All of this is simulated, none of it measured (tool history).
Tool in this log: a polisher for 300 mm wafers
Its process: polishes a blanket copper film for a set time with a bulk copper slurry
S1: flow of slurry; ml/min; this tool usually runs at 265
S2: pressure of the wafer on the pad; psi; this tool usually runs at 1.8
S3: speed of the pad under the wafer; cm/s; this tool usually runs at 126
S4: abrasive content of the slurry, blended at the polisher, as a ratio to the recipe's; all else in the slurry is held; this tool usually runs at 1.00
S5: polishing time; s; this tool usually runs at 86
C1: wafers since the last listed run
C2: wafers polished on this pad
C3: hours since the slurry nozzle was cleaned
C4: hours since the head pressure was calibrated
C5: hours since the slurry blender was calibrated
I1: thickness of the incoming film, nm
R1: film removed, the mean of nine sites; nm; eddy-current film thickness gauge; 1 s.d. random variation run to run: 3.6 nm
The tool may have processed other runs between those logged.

run,hour,S1,S2,S3,S4,S5,C1,C2,C3,C4,C5,I1,R1
1,0.0,265,1.8,126,1.00,86,0,1076,383.7,586.8,230.4,2792.3,509.4
2,15.7,265,1.8,126,1.00,86,128,1205,399.4,602.5,246.1,2796.9,501.5
# hour 26.5: slurry blender recalibrated
3,32.3,265,1.8,106,1.00,86,119,1324,416.0,619.1,5.8,2834.9,457.5
# hour 43.3: worn pad replaced by a new one
4,59.0,265,1.8,106,1.00,86,186,128,442.7,645.8,32.5,2795.2,464.3
5,90.9,265,1.8,106,1.00,86,261,390,474.6,677.7,64.4,2808.3,455.4
# hour 113.6: slurry nozzle cleaned
6,123.9,265,1.8,126,1.00,86,262,653,10.3,710.7,97.4,2827.7,511.4
7,159.4,265,1.8,126,1.00,86,291,944,45.8,746.2,132.9,2836.7,508.2
8,186.4,265,1.8,126,1.00,86,221,1166,72.8,773.2,159.9,2843.9,511.9
# hour 219.3: head pressure recalibrated
9,219.8,265,1.8,126,1.00,86,257,1424,106.2,0.5,193.3,2777.3,546.0
10,236.4,265,2.1,126,0.75,86,136,1560,122.8,17.1,209.9,2768.1,603.8
# hour 247.6: worn pad replaced by a new one
11,251.7,265,1.8,126,1.00,86,92,33,138.1,32.4,225.2,2822.9,542.1
12,268.4,265,1.8,106,1.00,86,137,171,154.8,49.1,241.9,2770.2,483.9
13,282.4,265,1.3,126,1.15,86,114,286,168.8,63.1,255.9,2762.1,401.6
# hour 292.1: slurry blender recalibrated
14,304.9,265,1.8,164,1.00,68,168,454,191.3,85.6,12.8,2754.1,502.7
15,325.8,265,2.0,126,1.00,63,171,625,212.2,106.5,33.7,2747.0,435.6
16,361.4,265,1.8,126,0.80,86,292,918,247.8,142.1,69.3,2739.6,511.0
17,394.1,265,1.8,140,1.00,112,268,1186,280.5,174.8,102.0,2816.2,731.0
18,414.6,360,1.3,110,1.00,86,168,1354,301.0,195.3,122.5,2762.4,357.4
19,449.4,265,1.8,106,1.00,86,285,1640,335.8,230.1,157.3,2789.4,470.6
# hour 464.5: worn pad replaced by a new one
20,465.0,265,1.8,126,1.00,86,95,4,351.4,245.7,172.9,2796.9,525.1
21,487.0,265,2.3,126,0.90,86,180,185,373.4,267.7,194.9,2790.2,653.6
22,501.3,170,1.6,126,1.00,86,117,302,387.7,282.0,209.2,2775.5,439.7
23,532.2,265,1.8,92,0.75,65,253,556,418.6,312.9,240.1,2767.2,310.2
24,555.0,265,1.8,126,1.00,86,187,743,441.4,335.7,262.9,2839.8,517.0
25,568.2,265,1.8,126,1.00,86,108,851,454.6,348.9,276.1,2822.6,519.2
# hour 587.3: slurry blender recalibrated
26,587.8,265,2.4,126,1.00,86,144,996,474.2,368.5,0.5,2847.3,693.5
27,614.9,265,1.8,126,1.00,86,222,1218,501.3,395.6,27.6,2808.3,511.6
28,649.7,265,2.0,126,1.00,86,285,1504,536.1,430.4,62.4,2784.2,571.0
29,663.0,265,1.8,126,1.15,78,109,1613,549.4,443.7,75.7,2802.0,477.6
# hour 672.4: worn pad replaced by a new one
30,682.3,180,1.5,98,1.00,105,125,81,568.7,463.0,95.0,2778.0,424.6

Measured minus without-hidden-state, run by run (identical run-to-run variation in each term; gauge scatter may differ):
Unlogged tool condition in this case: removal rate lost through wear of the pad, %; slurry flow missing at the pad, %; deviation of the head's pressure from its setpoint, %; abrasive missing from the slurry, %.
run,R1
1,-37.3
2,-37.0
3,-33.9
4,-34.8
5,-34.4
6,-39.1
7,-39.1
8,-39.6
9,+1.3
10,-1.7
11,-4.0
12,-5.8
13,-6.3
14,-10.7
15,-11.3
16,-17.1
17,-28.6
18,-15.2
19,-22.4
20,-26.0
21,-34.0
22,-23.6
23,-17.7
24,-30.5
25,-31.3
26,-42.8
27,-32.6
28,-37.6
29,-31.8
30,-28.8
